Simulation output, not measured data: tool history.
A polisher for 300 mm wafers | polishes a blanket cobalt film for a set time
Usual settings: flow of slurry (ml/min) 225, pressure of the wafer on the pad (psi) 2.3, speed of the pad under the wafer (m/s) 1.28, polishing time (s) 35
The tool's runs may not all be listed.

run   hour  flow of slurry (ml/min)  pressure of the wafer on the pad (psi)  speed of the pad under the wafer (m/s)  polishing time (s)  incoming thickness of the incoming film, nm  film removed (Å)
  1      0                      225                                     2.3                                    1.28                  35                                        734.7              2451
  2   14.7                      225                                     2.3                                    1.28                  35                                        751.1              2380
  3     30                      225                                     2.3                                    1.28                  35                                        741.7              2384
  4   55.4                      225                                     2.3                                    1.28                  35                                        737.5              2416
  5   86.2                      225                                     2.3                                    1.28                  35                                        734.3              2484
      92.1  -- head pressure recalibrated
  6  107.2                      225                                     2.3                                    1.46                  35                                          741              2534
  7    162                      225                                     2.3                                    1.46                  35                                        735.5              2579
     170.3  -- worn pad replaced by a new one
  8  178.4                      195                                     2.3                                    1.28                  35                                        743.2              2197
  9  207.7                      225                                     2.3                                    1.28                  35                                        740.7              2305
 10  226.6                      225                                     2.3                                    1.28                  35                                        740.9              2305
 11  251.2                      225                                     2.3                                    1.28                  35                                        742.5              2333
 12  267.8                      225                                     2.3                                    1.28                  35                                        740.5              2308
 13  300.2                      225                                     2.3                                    1.28                  35                                        728.3              2377
     333.3  -- worn pad replaced by a new one
 14  333.8                      225                                     2.3                                    1.28                  35                                        735.3              2317
     338.9  -- slurry nozzle cleaned
 15  364.6                      225                                     2.3                                    1.28                  35                                        734.4              2390
 16  392.5                      225                                     2.3                                    1.28                  35                                        729.9              2413
 17  421.8                      225                                     2.3                                    1.28                  28                                        731.5              1871
 18    459                      255                                     2.1                                    1.28                  31                                        744.5              2007
 19  475.9                      225                                     2.6                                    1.28                  44                                        735.5              3298
     537.3  -- worn pad replaced by a new one
 20  561.2                      195                                     1.9                                    1.28                  26                                        751.9              1485
     584.3  -- head pressure recalibrated
 21  595.1                      225                                     3.1                                    1.42                  28                                        729.7              2496
 22    610                      225                                     2.3                                    1.28                  35                                          746              2195
 23  627.2                      225                                     2.8                                    1.68                  28                                        726.5              2710
 24  649.4                      225                                     1.9                                    1.28                  35                                        737.3              1887
 25  667.9                      150                                     2.3                                    1.68                  35                                        735.8              2790
 26    698                      155                                     2.6                                     1.4                  31                                        733.7              2326
 27  710.1                      225                                     2.3                                    1.28                  35                                        728.9              2263
     729.8  -- worn pad replaced by a new one
 28  730.3                      145                                     1.9                                    1.08                  42                                        744.7              1901
 29  757.7                      195                                     2.3                                    1.28                  35                                        756.1              2272
 30  792.6                      225                                     2.3                                     0.9                  35                                        734.8              1667
 31  808.9                      225                                     2.3                                    1.56                  38                                        743.2              2951
 32  827.2                      265                                     2.9                                    1.28                  35                                        752.1              2850
 33  848.8                      225                                     2.3                                    1.28                  35                                          735              2276
 34    875                      160                                     2.9                                    1.42                  31                                          733              2665
 35  901.8                      225                                     1.6                                    1.04                  35                                        740.9              1419

For some of the steps in film removed (Å) from one run to the next: how much would appear even if the tool had no hidden state, given the settings, what came in and random variation, and how much remains for the hidden state plus any gauge scatter that the measured result and the result without hidden state don't share?
Hidden state present: removal rate lost through wear of the pad, %; slurry flow missing at the pad, %; deviation of the head's pressure from its setpoint, %.
Run 5 -> 6: speed of the pad under the wafer (m/s) 1.28 -> 1.46, head pressure recalibrated. film removed (Å) +50: hidden state -207, all else +257.
Run 18 -> 19: flow of slurry (ml/min) 255 -> 225, pressure of the wafer on the pad (psi) 2.1 -> 2.6, polishing time (s) 31 -> 44. film removed (Å) +1291: hidden state +98, all else +1193.
Run 19 -> 20: flow of slurry (ml/min) 225 -> 195, pressure of the wafer on the pad (psi) 2.6 -> 1.9, polishing time (s) 44 -> 26, worn pad replaced by a new one. film removed (Å) -1813: hidden state -109, all else -1704.
Run 20 -> 21: flow of slurry (ml/min) 195 -> 225, pressure of the wafer on the pad (psi) 1.9 -> 3.1, speed of the pad under the wafer (m/s) 1.28 -> 1.42, polishing time (s) 26 -> 28, head pressure recalibrated. film removed (Å) +1011: hidden state -153, all else +1164.
Run 30 -> 31: speed of the pad under the wafer (m/s) 0.9 -> 1.56, polishing time (s) 35 -> 38. film removed (Å) +1284: hidden state +44, all else +1240.
